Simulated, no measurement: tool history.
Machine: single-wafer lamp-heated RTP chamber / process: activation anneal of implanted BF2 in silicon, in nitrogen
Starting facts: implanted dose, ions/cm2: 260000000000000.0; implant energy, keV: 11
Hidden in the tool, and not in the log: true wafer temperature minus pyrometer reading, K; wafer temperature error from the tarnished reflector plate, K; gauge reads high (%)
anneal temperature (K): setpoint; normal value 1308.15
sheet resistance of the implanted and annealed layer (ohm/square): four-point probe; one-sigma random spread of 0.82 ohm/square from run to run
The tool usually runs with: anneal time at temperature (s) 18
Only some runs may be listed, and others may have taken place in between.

run	day	anneal temperature (K)	anneal time at temperature (s)	wafers since the last listed run	wafers since the last pyrometer calibration	wafers since the reflector plate was cleaned	hours since the gauge calibration	read-back reference wafer on the same gauge, sheet resistance	sheet resistance of the implanted and annealed layer (ohm/square)
1	0.000	1308.15	18	0	569	4970	134.6	499.77	461.87
2	2.775	1308.15	18	603	1173	5574	201.2	500.03	460.51
3	4.175	1308.15	18	304	1477	5879	234.8	499.71	461.64
4	6.950	1308.15	18	603	2081	6482	301.4	500.02	460.27
5	8.579	1308.15	14	354	2435	6837	340.5	499.88	466.61
6	9.954	1308.15	14	299	2735	7136	373.5	499.94	464.67
7	12.092	1301.15	18	464	3200	7601	424.8	500.31	463.13
8	14.454	1308.15	25	513	3713	8115	481.5	499.66	457.03
9	16.367	1308.15	25	416	4129	8531	527.4	499.76	454.87
10	17.754	1285.15	23	301	4431	8833	560.7	499.99	465.11
# day 19.267: reflector plate cleaned
11	19.604	1308.15	18	329	4761	72	605.1	499.98	459.87
12	20.675	1308.15	18	232	4994	305	630.8	500.14	461.35
# day 22.996: gauge calibrated
13	23.146	1308.15	18	537	5532	843	3.6	500.10	459.19
14	24.783	1333.15	7	356	5888	1199	42.9	500.13	463.82
15	29.667	1329.15	15	1062	6950	2261	160.1	500.13	455.11
16	31.738	1288.15	14	450	7401	2712	209.8	499.87	471.02
17	34.246	1291.15	26	545	7946	3258	270.0	499.69	458.53
18	37.175	1330.15	18	637	8584	3895	340.3	499.87	449.93
# day 38.921: pyrometer window cleaned and pyrometer calibrated
19	39.700	1288.15	8	476	169	4372	400.9	500.32	480.33
20	41.358	1289.15	25	360	529	4732	440.7	499.53	464.38
21	43.683	1333.15	25	505	1035	5238	496.5	500.33	446.70
22	45.700	1308.15	18	438	1474	5677	544.9	499.90	459.88
23	48.062	1308.15	18	513	1988	6191	601.6	499.92	462.20
24	49.458	1308.15	18	303	2291	6494	635.1	500.00	461.50

4 options for the next run, each taken on its own from the tool as it stands now. Forecast them:
A	49.475	1308.15	18	3	2295	6498	635.5	?	?
B	49.475	1337.15	26	3	2295	6498	635.5	?	?
C	49.475	1337.15	12	3	2295	6498	635.5	?	?
D	49.475	1333.15	12	3	2295	6498	635.5	?	?

run	read-back reference wafer on the same gauge, sheet resistance	sheet resistance of the implanted and annealed layer (ohm/square)
A	500.12	460.09
B	500.12	443.38
C	500.12	457.21
D	500.12	458.20
Take away the tool's hidden state, keep each run's random variation, and the runs would have read:
run	sheet resistance of the implanted and annealed layer (ohm/square)
A	460.52
B	443.91
C	457.52
D	458.51
